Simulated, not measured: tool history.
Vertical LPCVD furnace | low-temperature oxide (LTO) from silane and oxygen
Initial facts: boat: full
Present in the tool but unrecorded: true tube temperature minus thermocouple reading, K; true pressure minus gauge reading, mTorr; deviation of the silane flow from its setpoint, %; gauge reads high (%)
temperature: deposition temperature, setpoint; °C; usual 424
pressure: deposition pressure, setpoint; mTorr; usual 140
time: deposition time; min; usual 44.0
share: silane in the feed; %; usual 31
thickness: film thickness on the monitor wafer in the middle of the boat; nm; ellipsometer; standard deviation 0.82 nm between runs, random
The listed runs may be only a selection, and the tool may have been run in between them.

run    hour  temperature  pressure  time  share  wafers since the last listed run  hours since the last temperature calibration  hours since the pressure gauge was zeroed  hours since the silane flow controller was replaced  hours since the gauge calibration  read-back reference wafer on the same gauge, thickness  thickness
  1     0.0          424       150  44.0     31                                 0                                        2757.0                                     3379.3                                               3581.9                              694.9                                                  267.91     282.23
  2    62.5          424       150  44.0     31                               632                                        2819.5                                     3441.8                                               3644.4                              757.4                                                  268.05     283.52
  3   153.3          424       150  44.0     31                               918                                        2910.3                                     3532.6                                               3735.2                              848.2                                                  267.95     283.66
  4   236.7          424       165  30.0     31                               843                                        2993.7                                     3616.0                                               3818.6                              931.6                                                  267.98     213.33
  5   305.1          424       160  36.0     31                               692                                        3062.1                                     3684.4                                               3887.0                             1000.0                                                  267.81     247.99
      378.6  -- silane flow controller replaced
      384.8  -- pressure gauge zeroed
      396.8  -- thermocouples replaced and temperature profile calibrated
  6   397.3          424       140  44.0     31                               506                                           0.5                                       12.5                                                 18.7                             1092.2                                                  267.99     256.36
  7   437.1          424       140  44.0     31                               402                                          40.3                                       52.3                                                 58.5                             1132.0                                                  267.98     256.37
  8   500.8          424       140  44.0     31                               644                                         104.0                                      116.0                                                122.2                             1195.7                                                  268.04     256.80
      545.1  -- gauge calibrated
  9   587.6          434       140  30.5     29                               878                                         190.8                                      202.8                                                209.0                               42.5                                                  267.94     179.36
 10   688.9          419       140  44.0     29                              1024                                         292.1                                      304.1                                                310.3                              143.8                                                  267.87     220.44
 11   759.5          424       140  34.0     34                               714                                         362.7                                      374.7                                                380.9                              214.4                                                  267.85     222.82
 12   867.0          424       140  44.0     31                              1087                                         470.2                                      482.2                                                488.4                              321.9                                                  268.14     257.34
 13   971.1          424       140  44.0     31                              1053                                         574.3                                      586.3                                                592.5                              426.0                                                  268.07     257.56
 14  1010.8          424       140  57.0     31                               401                                         614.0                                      626.0                                                632.2                              465.7                                                  268.10     332.72
 15  1106.9          424       150  44.0     31                               972                                         710.1                                      722.1                                                728.3                              561.8                                                  268.04     277.75
 16  1210.6          416       140  44.0     31                              1049                                         813.8                                      825.8                                                832.0                              665.5                                                  268.07     237.72

Branching from run 16: 4 alternative next runs. What would each branch give?
  A  1215.9          433       140  44.0     31                                53                                         819.1                                      831.1                                                837.3                              670.8                                                       ?          ?
  B  1215.9          415       140  32.5     31                                53                                         819.1                                      831.1                                                837.3                              670.8                                                       ?          ?
  C  1215.9          424       175  44.0     31                                53                                         819.1                                      831.1                                                837.3                              670.8                                                       ?          ?
  D  1215.9          418       150  44.0     29                                53                                         819.1                                      831.1                                                837.3                              670.8                                                       ?          ?

run  read-back reference wafer on the same gauge, thickness  thickness
  A                                                  267.79     285.36
  B                                                  267.79     173.79
  C                                                  267.79     324.42
  D                                                  267.79     237.18
Without the tool's hidden state the same runs would have given:
run  thickness
  A     279.81
  B     170.18
  C     317.89
  D     232.23

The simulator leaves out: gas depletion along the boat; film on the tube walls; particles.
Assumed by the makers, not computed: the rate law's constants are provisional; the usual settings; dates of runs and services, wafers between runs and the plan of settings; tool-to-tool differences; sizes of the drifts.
